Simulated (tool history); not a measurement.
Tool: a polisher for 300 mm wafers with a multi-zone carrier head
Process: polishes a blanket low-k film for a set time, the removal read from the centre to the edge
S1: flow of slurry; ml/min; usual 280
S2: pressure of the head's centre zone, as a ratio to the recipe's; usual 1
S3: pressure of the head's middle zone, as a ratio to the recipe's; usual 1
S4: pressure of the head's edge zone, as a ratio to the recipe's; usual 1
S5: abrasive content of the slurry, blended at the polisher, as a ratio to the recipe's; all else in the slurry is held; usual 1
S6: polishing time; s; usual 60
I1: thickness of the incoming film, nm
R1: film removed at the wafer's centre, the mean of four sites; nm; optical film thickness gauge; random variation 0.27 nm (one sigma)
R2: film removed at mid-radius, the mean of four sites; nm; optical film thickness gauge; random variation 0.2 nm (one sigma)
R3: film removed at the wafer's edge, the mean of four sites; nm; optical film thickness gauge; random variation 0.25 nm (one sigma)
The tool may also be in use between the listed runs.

run 1 day=0 | S1=280 S2=1 S3=1 S4=1 S5=1 S6=60 | I1=572.6 | R1=19.8 R2=18.5 R3=18.7
run 2 day=4.121 | S1=280 S2=1 S3=1 S4=1 S5=1 S6=60 | I1=574.4 | R1=18.6 R2=17.4 R3=17.8
run 3 day=5.871 | S1=280 S2=1 S3=1 S4=1 S5=1 S6=60 | I1=571.2 | R1=17.4 R2=16.9 R3=17.1
run 4 day=8.633 | S1=280 S2=1 S3=1 S4=1 S5=1 S6=60 | I1=569.2 | R1=20.9 R2=19.4 R3=19
run 5 day=12.012 | S1=280 S2=1 S3=1 S4=1 S5=1 S6=53 | I1=581.4 | R1=18.4 R2=16.6 R3=16.8
run 6 day=15.738 | S1=280 S2=1 S3=1 S4=1 S5=1 S6=60 | I1=567.5 | R1=20.5 R2=18.5 R3=18.9
run 7 day=17.633 | S1=280 S2=1 S3=1 S4=1 S5=1 S6=60 | I1=561.4 | R1=20.5 R2=18.6 R3=18.4
run 8 day=20.883 | S1=280 S2=1 S3=1 S4=1 S5=1 S6=60 | I1=569.3 | R1=19.3 R2=18.9 R3=19.4
run 9 day=24.883 | S1=280 S2=1 S3=0.97 S4=1 S5=0.85 S6=60 | I1=569.3 | R1=18.5 R2=16.9 R3=17.2
run 10 day=27.742 | S1=280 S2=1 S3=1 S4=1 S5=1.25 S6=60 | I1=575.9 | R1=21.6 R2=19.9 R3=20
run 11 day=32.004 | S1=280 S2=1 S3=1 S4=1 S5=1 S6=60 | I1=567.8 | R1=19 R2=18.1 R3=18.5
run 12 day=34.446 | S1=280 S2=0.96 S3=1 S4=1 S5=1 S6=60 | I1=574.7 | R1=17.5 R2=17.5 R3=17.4
run 13 day=38.142 | S1=180 S2=1 S3=1 S4=1 S5=1 S6=60 | I1=579.6 | R1=18.8 R2=17.7 R3=18
run 14 day=41.108 | S1=280 S2=1 S3=1.06 S4=0.95 S5=1 S6=60 | I1=577.6 | R1=20.8 R2=20.1 R3=18.7
run 15 day=43.617 | S1=280 S2=1 S3=1 S4=1 S5=1 S6=60 | I1=567 | R1=20.2 R2=18.9 R3=18.6
run 16 day=47.133 | S1=280 S2=1.09 S3=1 S4=1 S5=1 S6=60 | I1=565.8 | R1=21.9 R2=18.3 R3=18.4
run 17 day=49.008 | S1=280 S2=1 S3=1 S4=1 S5=1 S6=60 | I1=575.5 | R1=19.6 R2=17.9 R3=18.1
run 18 day=52.062 | S1=280 S2=1 S3=1 S4=1 S5=1 S6=78 | I1=573.7 | R1=26.9 R2=24.4 R3=25

Taken out of this log: 13 entries between the listed runs. Where each belongs, and how the hidden state differs across it:
Between runs 2 and 3: edge zone pressure recalibrated (day 5.85)
  slurry flow missing at the pad, %: 40.9 -> 51.1; deviation of the centre zone's pressure from its setpoint, %: 6.78 -> 7.31
  measured less the result without the state, R1: -0.6 -> -1.4 nm; R2: -1.6 -> -2.4 nm; R3: -1.2 -> -1.8 nm
Between runs 3 and 4: slurry nozzle cleaned (day 5.946)
  slurry flow missing at the pad, %: 51.1 -> 3.52; deviation of the centre zone's pressure from its setpoint, %: 7.31 -> 8.15
  measured less the result without the state, R1: -1.4 -> +1.5 nm; R2: -2.4 -> -0.1 nm; R3: -1.8 -> -0.1 nm
Between runs 4 and 5: worn pad replaced by a new one (day 11.288)
  slurry flow missing at the pad, %: 3.52 -> 9.32; deviation of the centre zone's pressure from its setpoint, %: 8.15 -> 9.17
  measured less the result without the state, R1: +1.5 -> +1.3 nm; R2: -0.1 -> -0.2 nm; R3: -0.1 -> -0.1 nm
Between runs 7 and 8: carrier head's membrane replaced by a new one (day 19.3); centre zone pressure recalibrated (day 19.908); worn pad replaced by a new one (day 20.496); slurry nozzle cleaned (day 20.867)
  slurry flow missing at the pad, %: 28.9 -> 7.98; deviation of the centre zone's pressure from its setpoint, %: 10.9 -> 3.08
  measured less the result without the state, R1: +1 -> +0.4 nm; R2: -0.9 -> -0.2 nm; R3: -0.7 -> -0.2 nm
Between runs 10 and 11: worn pad replaced by a new one (day 31.908)
  slurry flow missing at the pad, %: 17.3 -> 32.3; deviation of the centre zone's pressure from its setpoint, %: 5.16 -> 6.45
  measured less the result without the state, R1: +0.5 -> +0 nm; R2: -0.5 -> -1 nm; R3: -0.3 -> -0.8 nm
Between runs 12 and 13: slurry nozzle cleaned (day 35.204)
  slurry flow missing at the pad, %: 44.1 -> 2.98; deviation of the centre zone's pressure from its setpoint, %: 7.18 -> 8.3
  measured less the result without the state, R1: -0.7 -> +1.4 nm; R2: -1.8 -> -0.1 nm; R3: -1.3 -> -0.1 nm
Between runs 13 and 14: edge zone pressure recalibrated (day 40.1); carrier head's membrane replaced by a new one (day 40.567)
  slurry flow missing at the pad, %: 2.98 -> 8.13; deviation of the centre zone's pressure from its setpoint, %: 8.3 -> 9.2
  measured less the result without the state, R1: +1.4 -> +1.5 nm; R2: -0.1 -> -0.2 nm; R3: -0.1 -> -0.2 nm
Between runs 14 and 15: worn pad replaced by a new one (day 41.525)
  slurry flow missing at the pad, %: 8.13 -> 15.2; deviation of the centre zone's pressure from its setpoint, %: 9.2 -> 9.96
  measured less the result without the state, R1: +1.5 -> +1.4 nm; R2: -0.2 -> -0.4 nm; R3: -0.2 -> -0.3 nm
Between runs 17 and 18: slurry nozzle cleaned (day 51.558)
  slurry flow missing at the pad, %: 38.7 -> 0.364; deviation of the centre zone's pressure from its setpoint, %: 11.6 -> 12.5
  measured less the result without the state, R1: +0.5 -> +3 nm; R2: -1.4 -> -0.1 nm; R3: -1.1 -> +0 nm
